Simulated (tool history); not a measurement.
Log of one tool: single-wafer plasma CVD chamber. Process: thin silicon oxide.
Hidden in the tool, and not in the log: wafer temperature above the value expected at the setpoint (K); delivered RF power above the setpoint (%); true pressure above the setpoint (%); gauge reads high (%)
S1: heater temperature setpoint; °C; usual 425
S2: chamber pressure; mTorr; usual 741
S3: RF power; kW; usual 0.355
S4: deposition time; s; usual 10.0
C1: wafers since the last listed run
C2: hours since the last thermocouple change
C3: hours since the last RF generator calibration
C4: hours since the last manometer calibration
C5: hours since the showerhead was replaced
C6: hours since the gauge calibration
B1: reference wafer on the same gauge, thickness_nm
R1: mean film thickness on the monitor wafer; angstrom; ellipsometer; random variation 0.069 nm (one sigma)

run,hour,S1,S2,S3,S4,C1,C2,C3,C4,C5,C6,B1,R1
1,0.0,425,741,0.400,10.0,0,2007.5,1047.8,1341.9,5843.2,524.3,19.983,188.55
2,11.1,431,741,0.355,10.0,325,2018.6,1058.9,1353.0,5854.3,535.4,19.988,179.03
# hour 19.2: RF generator calibrated
3,22.4,431,741,0.355,10.0,96,2029.9,3.2,1364.3,5865.6,546.7,20.015,185.00
4,39.7,431,741,0.355,10.0,508,2047.2,20.5,1381.6,5882.9,564.0,19.985,185.39
5,47.2,421,562,0.375,11.7,220,2054.7,28.0,1389.1,5890.4,571.5,20.012,166.49
6,55.1,421,798,0.330,10.0,231,2062.6,35.9,1397.0,5898.3,579.4,19.977,193.90
# hour 63.8: capacitance manometer re-zeroed and calibrated
7,67.3,425,741,0.355,10.0,123,2074.8,48.1,3.5,5910.5,591.6,20.020,185.19
# hour 75.4: gauge calibrated
8,83.0,425,897,0.300,10.0,461,2090.5,63.8,19.2,5926.2,7.6,19.997,206.44
9,96.6,425,741,0.355,10.0,399,2104.1,77.4,32.8,5939.8,21.2,19.988,183.71
10,117.2,417,893,0.355,12.0,604,2124.7,98.0,53.4,5960.4,41.8,19.979,265.05
11,128.1,425,741,0.355,10.0,320,2135.6,108.9,64.3,5971.3,52.7,20.017,185.71
12,141.5,437,634,0.325,8.3,393,2149.0,122.3,77.7,5984.7,66.1,19.981,126.63
13,158.4,425,588,0.355,10.8,496,2165.9,139.2,94.6,6001.6,83.0,19.981,155.77
# hour 175.4: showerhead replaced
# hour 183.5: thermocouple changed; heater temperature recalibrated
14,184.0,425,741,0.315,8.9,281,0.5,164.8,120.2,8.6,108.6,19.960,157.08
15,184.3,425,741,0.355,10.0,8,0.8,165.1,120.5,8.9,108.9,20.028,185.11
16,185.4,421,880,0.375,10.0,32,1.9,166.2,121.6,10.0,110.0,20.001,221.08
17,197.8,411,826,0.355,10.0,364,14.3,178.6,134.0,22.4,122.4,20.002,206.50
18,225.3,425,741,0.395,8.3,807,41.8,206.1,161.5,49.9,149.9,20.007,159.41
19,232.7,425,741,0.355,10.0,217,49.2,213.5,168.9,57.3,157.3,20.012,184.18
20,267.8,435,741,0.355,8.6,1030,84.3,248.6,204.0,92.4,192.4,20.050,158.35
21,277.3,435,646,0.295,8.9,278,93.8,258.1,213.5,101.9,201.9,20.032,131.33
22,290.8,429,741,0.355,10.0,396,107.3,271.6,227.0,115.4,215.4,19.984,182.95
23,305.8,425,741,0.305,8.0,440,122.3,286.6,242.0,130.4,230.4,20.000,139.37
24,322.4,435,838,0.410,9.0,487,138.9,303.2,258.6,147.0,247.0,19.975,195.44
25,334.6,436,741,0.355,10.0,358,151.1,315.4,270.8,159.2,259.2,19.987,183.21
26,343.3,411,572,0.400,10.0,255,159.8,324.1,279.5,167.9,267.9,19.984,148.00
27,355.5,420,741,0.295,11.4,358,172.0,336.3,291.7,180.1,280.1,20.014,196.06
28,371.6,430,894,0.330,8.0,472,188.1,352.4,307.8,196.2,296.2,19.988,169.38

5 ways to go on from here, each from the tool as it stands after run 28. What would each give?
A,372.0,425,741,0.355,10.0,11,188.5,352.8,308.2,196.6,296.6,?,?
B,372.0,425,639,0.310,10.0,11,188.5,352.8,308.2,196.6,296.6,?,?
C,372.0,425,669,0.355,10.0,11,188.5,352.8,308.2,196.6,296.6,?,?
D,372.0,416,741,0.300,10.6,11,188.5,352.8,308.2,196.6,296.6,?,?
E,372.0,425,876,0.355,10.0,11,188.5,352.8,308.2,196.6,296.6,?,?

run,B1,R1
A,20.022,184.40
B,20.022,150.15
C,20.022,165.96
D,20.022,184.22
E,20.022,214.84
Without the tool's hidden state the same runs would have given:
run,R1
A,186.79
B,152.10
C,168.11
D,186.76
E,217.63

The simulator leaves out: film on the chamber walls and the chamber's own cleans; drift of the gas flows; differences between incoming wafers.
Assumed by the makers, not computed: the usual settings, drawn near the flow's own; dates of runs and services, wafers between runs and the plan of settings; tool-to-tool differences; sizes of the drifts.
